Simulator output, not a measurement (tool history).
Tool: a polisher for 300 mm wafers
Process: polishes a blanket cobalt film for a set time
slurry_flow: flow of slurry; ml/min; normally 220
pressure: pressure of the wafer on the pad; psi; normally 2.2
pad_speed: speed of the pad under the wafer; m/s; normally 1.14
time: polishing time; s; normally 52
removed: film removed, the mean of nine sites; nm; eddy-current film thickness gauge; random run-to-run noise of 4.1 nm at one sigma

run     day  slurry_flow  pressure  pad_speed  time  incoming thickness of the incoming film, nm  removed
  1       0          220       2.2       1.14    52                                        923.8    309.8
  2   1.604          220       2.2       1.14    52                                        915.7    309.1
      3.842  -- slurry nozzle cleaned
  3   4.842          220       2.2       1.14    56                                        937.1    316.5
  4   8.692          220       2.2       1.14    52                                        929.4    272.6
      9.083  -- worn pad replaced by a new one
  5  10.371          220       2.2       1.14    52                                        939.1    319.6
  6  12.508          220       2.2       1.14    52                                        940.6    317.6
  7  16.704          220       2.2       1.14    42                                        928.5      252
  8  21.146          270       2.2       1.14    52                                        920.1    303.4
     21.683  -- worn pad replaced by a new one
  9  24.838          270       2.2       1.14    52                                        930.2    334.4
 10  27.375          220       2.5       1.14    52                                        933.3      372
     28.379  -- slurry nozzle cleaned
 11  31.325          220       2.5       1.14    52                                        943.4    358.9
 12  33.704          265       2.2       0.74    52                                        915.7    233.4
      34.35  -- worn pad replaced by a new one
 13  36.008          220       2.2       1.14    52                                        940.7    343.5
 14  39.942          270       2.2       1.14    52                                        914.5    350.9
     42.583  -- head pressure recalibrated
 15  44.192          220       2.2       1.14    35                                        927.7      196
 16  46.917          220       2.2       1.36    52                                        939.5    315.8
     47.746  -- worn pad replaced by a new one
 17  50.567          270       2.2       1.04    52                                        940.1      299
 18  52.604          220       1.9       1.14    52                                        918.5    269.2
     53.821  -- slurry nozzle cleaned
 19  55.512          220       2.7       1.34    63                                        920.6    503.3
 20  59.883          220       2.2       1.14    52                                        937.6    294.3
 21  62.712          220       2.2       1.14    68                                        928.8    352.6
     63.279  -- worn pad replaced by a new one
 22  65.258          250         3       1.26    64                                        927.4    592.3
 23  67.667          220       1.9       1.14    41                                        929.8    220.5

Alternative continuations, all from the tool just after run 23; predict every row:
  A  67.683          220       2.2       1.14    52                                        948.5        ?
  B  67.683          220       1.7       0.78    68                                        948.5        ?
  C  67.683          290       2.2       1.14    52                                        948.5        ?
  D  67.683          170       1.6        0.8    66                                        948.5        ?

run  removed
  A    320.8
  B    255.4
  C    329.9
  D    229.2
Had the tool no hidden state, the same runs would have come out as:
run  removed
  A    316.6
  B    252.1
  C    325.6
  D    226.2

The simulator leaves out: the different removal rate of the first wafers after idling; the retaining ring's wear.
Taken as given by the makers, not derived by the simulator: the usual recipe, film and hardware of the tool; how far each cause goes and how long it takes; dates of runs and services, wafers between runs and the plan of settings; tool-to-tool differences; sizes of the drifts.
